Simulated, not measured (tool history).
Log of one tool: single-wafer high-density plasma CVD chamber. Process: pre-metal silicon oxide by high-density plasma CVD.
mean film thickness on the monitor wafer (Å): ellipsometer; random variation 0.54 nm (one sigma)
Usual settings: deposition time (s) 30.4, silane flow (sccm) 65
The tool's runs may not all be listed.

| run | day | deposition time (s) | silane flow (sccm) | read-back reference wafer on the same gauge, thickness_nm | mean film thickness on the monitor wafer (Å) |
|---|---|---|---|---|---|
| 1 | 0.000 | 33.5 | 65 | 162.133 | 2164.92 |
| 2 | 2.533 | 33.5 | 65 | 161.834 | 2156.76 |
| 3 | 5.979 | 33.5 | 65 | 162.026 | 2158.65 |
| 4 | 7.579 | 30.4 | 65 | 162.059 | 1975.06 |
| 5 | 11.429 | 30.4 | 57 | 161.920 | 1723.56 |
| 6 | 13.050 | 30.4 | 69 | 162.082 | 2081.97 |
| 7 | 15.258 | 30.4 | 69 | 162.024 | 2067.15 |
| 8 | 18.046 | 34.2 | 65 | 161.972 | 2194.49 |
| 9 | 22.412 | 34.2 | 65 | 162.191 | 2200.27 |
| 10 | 26.583 | 34.2 | 65 | 162.126 | 2200.28 |
| 11 | 29.575 | 32.3 | 65 | 162.006 | 2073.62 |
| 12 | 32.821 | 30.4 | 56 | 162.204 | 1688.27 |
| 13 | 35.879 | 30.4 | 65 | 162.086 | 1940.47 |
| 14 | 39.554 | 30.4 | 65 | 161.814 | 1944.58 |
| 15 | 42.333 | 30.4 | 65 | 162.016 | 1946.67 |
| 16 | 44.050 | 30.4 | 65 | 161.878 | 1946.59 |
| 17 | 47.388 | 30.4 | 65 | 162.058 | 1950.57 |
| 18 | 50.938 | 30.4 | 65 | 161.959 | 1939.42 |
| 19 | 55.029 | 30.4 | 65 | 161.907 | 1949.66 |
| 20 | 57.358 | 30.4 | 65 | 162.027 | 1942.13 |
| 21 | 60.650 | 30.4 | 65 | 162.115 | 1942.94 |
| 22 | 64.058 | 30.4 | 65 | 161.993 | 1953.64 |
| 23 | 66.717 | 25.0 | 59 | 162.030 | 1449.24 |
| 24 | 68.579 | 30.4 | 65 | 161.838 | 1927.64 |
| 25 | 72.029 | 26.7 | 54 | 161.799 | 1421.07 |
| 26 | 76.192 | 30.4 | 65 | 162.037 | 1931.56 |
| 27 | 79.850 | 34.9 | 65 | 161.945 | 2220.17 |
| 28 | 82.600 | 30.4 | 65 | 162.126 | 1935.74 |
| 29 | 85.871 | 32.0 | 60 | 162.006 | 1876.46 |
| 30 | 89.046 | 33.1 | 73 | 162.225 | 2375.55 |
| 31 | 92.171 | 32.3 | 77 | 161.850 | 2437.73 |
|  | 96.004 | silane flow controller replaced |
|  | 98.238 | gauge calibrated |
| 32 | 104.233 | 32.7 | 69 | 161.896 | 2235.30 |
| 33 | 105.792 | 30.4 | 65 | 161.833 | 1959.07 |
| 34 | 108.792 | 35.7 | 65 | 162.079 | 2312.30 |
| 35 | 110.342 | 26.6 | 68 | 162.220 | 1801.69 |
| 36 | 114.238 | 26.0 | 61 | 162.133 | 1572.06 |
| 37 | 117.104 | 35.3 | 54 | 161.965 | 1887.53 |
| 38 | 119.758 | 34.7 | 71 | 162.274 | 2426.73 |
| 39 | 123.938 | 30.4 | 65 | 162.106 | 1945.35 |
| 40 | 125.925 | 36.2 | 73 | 162.107 | 2610.46 |
| 41 | 128.842 | 28.8 | 60 | 162.103 | 1709.47 |
| 42 | 130.938 | 27.8 | 53 | 161.930 | 1456.32 |
| 43 | 132.950 | 30.4 | 56 | 161.993 | 1676.12 |
| 44 | 134.508 | 32.3 | 65 | 162.026 | 2076.22 |

3 ways to go on from here, each from the tool as it stands after run 44. What would each give?
| A | 134.525 | 27.8 | 65 | ? | ? |
| B | 134.525 | 30.4 | 59 | ? | ? |
| C | 134.525 | 30.4 | 55 | ? | ? |

| run | read-back reference wafer on the same gauge, thickness_nm | mean film thickness on the monitor wafer (Å) |
|---|---|---|
| A | 162.174 | 1779.66 |
| B | 162.174 | 1766.46 |
| C | 162.174 | 1646.70 |
Without the tool's hidden state the same runs would have given:
| run | mean film thickness on the monitor wafer (Å) |
|---|---|
| A | 1794.59 |
| B | 1781.28 |
| C | 1660.52 |
